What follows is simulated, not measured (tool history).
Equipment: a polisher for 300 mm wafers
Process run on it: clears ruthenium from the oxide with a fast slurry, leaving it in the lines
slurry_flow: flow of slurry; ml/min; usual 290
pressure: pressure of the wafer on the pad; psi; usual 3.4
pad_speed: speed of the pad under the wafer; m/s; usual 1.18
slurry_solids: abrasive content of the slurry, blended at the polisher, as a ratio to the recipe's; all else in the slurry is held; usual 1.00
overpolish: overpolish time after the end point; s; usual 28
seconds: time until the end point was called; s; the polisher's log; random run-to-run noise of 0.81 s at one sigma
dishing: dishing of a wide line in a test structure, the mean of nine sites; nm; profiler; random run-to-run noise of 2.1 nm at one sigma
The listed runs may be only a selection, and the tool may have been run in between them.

run	hour	slurry_flow	pressure	pad_speed	slurry_solids	overpolish	wafers since the last listed run	wafers polished on this pad	hours since the slurry nozzle was cleaned	hours since the head pressure was calibrated	hours since the slurry blender was calibrated	incoming thickness of the incoming film, nm	seconds	dishing
1	0.0	290	3.4	1.18	1.00	28	0	2350	368.5	134.5	276.5	299.8	60.7	82.3
2	63.6	290	3.4	1.18	1.00	28	420	2770	432.1	198.1	340.1	298.6	61.9	81.6
# hour 96.4: worn pad replaced by a new one
3	134.1	290	3.4	1.18	1.00	28	439	249	502.6	268.6	410.6	299.7	54.6	84.3
4	163.6	290	3.4	1.18	1.00	28	194	444	532.1	298.1	440.1	294.9	54.6	84.2
# hour 173.2: slurry nozzle cleaned
5	215.6	290	4.3	1.18	1.00	28	337	781	42.4	350.1	492.1	299.4	46.2	92.1
# hour 239.0: slurry blender recalibrated
6	408.9	290	3.4	1.46	0.80	28	1264	2045	235.7	543.4	169.9	300.6	58.3	88.1
7	471.1	230	3.4	0.82	1.00	42	411	2456	297.9	605.6	232.1	297.0	74.8	90.3
8	517.5	290	3.4	1.18	1.00	22	306	2763	344.3	652.0	278.5	304.3	63.3	68.5
9	582.0	290	3.4	1.18	1.00	28	426	3189	408.8	716.5	343.0	302.4	64.7	75.6
# hour 627.5: worn pad replaced by a new one
10	628.0	290	3.4	0.88	1.00	28	277	3	454.8	762.5	389.0	303.2	64.4	79.3
# hour 665.4: slurry blender recalibrated
# hour 668.1: head pressure recalibrated
11	676.7	290	3.4	1.18	1.00	28	295	298	503.5	8.6	11.3	294.9	54.4	87.3
12	742.4	290	3.4	1.18	1.00	28	434	732	569.2	74.3	77.0	299.3	56.8	81.3
# hour 762.9: slurry nozzle cleaned
13	767.8	290	3.4	1.18	0.85	37	161	894	4.9	99.7	102.4	301.8	59.6	100.1
14	814.8	290	3.4	1.18	1.00	28	310	1204	51.9	146.7	149.4	298.5	57.7	80.8
15	880.7	230	3.4	1.18	0.70	28	435	1640	117.8	212.6	215.3	305.4	69.5	76.0
16	930.4	290	3.8	1.06	1.25	28	328	1968	167.5	262.3	265.0	295.1	51.7	89.1
17	997.8	290	3.4	0.94	1.00	28	445	2414	234.9	329.7	332.4	299.1	69.2	73.0
18	1066.6	290	3.4	1.02	1.25	28	454	2868	303.7	398.5	401.2	301.0	63.0	80.1
# hour 1085.4: slurry blender recalibrated
19	1096.2	290	3.4	1.32	0.80	17	182	3051	333.3	428.1	10.8	298.7	63.8	55.7
# hour 1142.4: worn pad replaced by a new one
20	1152.5	355	3.4	1.18	1.00	38	345	66	389.6	484.4	67.1	305.0	54.6	104.7
21	1216.4	290	3.4	1.18	1.00	28	422	488	453.5	548.3	131.0	299.3	55.9	82.2
22	1278.1	290	4.2	1.18	0.85	33	407	896	515.2	610.0	192.7	303.4	49.3	98.6
23	1324.9	245	3.0	0.84	0.90	28	309	1205	562.0	656.8	239.5	298.2	83.2	69.0
24	1374.7	210	4.3	1.02	1.20	28	329	1534	611.8	706.6	289.3	295.6	47.7	86.6
# hour 1385.2: head pressure recalibrated
# hour 1423.0: slurry nozzle cleaned
25	1427.7	290	2.3	0.98	0.75	28	330	1865	4.7	42.5	342.3	303.3	103.0	57.2
26	1489.4	290	3.4	1.18	1.00	28	407	2273	66.4	104.2	404.0	302.2	60.4	84.6
# hour 1502.0: slurry blender recalibrated
27	1516.5	255	3.4	1.18	0.80	21	165	2438	93.5	131.3	14.5	300.4	66.1	62.2

The tool's hidden state at each run:
slurry flow missing at the pad, %: 0 on each run
deviation of the head's pressure from its setpoint, %: 0 on each run
abrasive missing from the slurry, %: 0 on each run
H1: removal rate lost through wear of the pad, %
run	H1
1	9.71
2	11.3
3	2.31
4	3.05
5	4.35
6	9.18
7	10.7
8	11.9
9	13.5
10	0.703
11	1.92
12	3.56
13	4.2
14	5.37
15	7.02
16	8.26
17	9.94
18	11.7
19	12.4
20	0.504
21	2.1
22	3.64
23	4.81
24	6.06
25	7.38
26	8.92
27	9.6
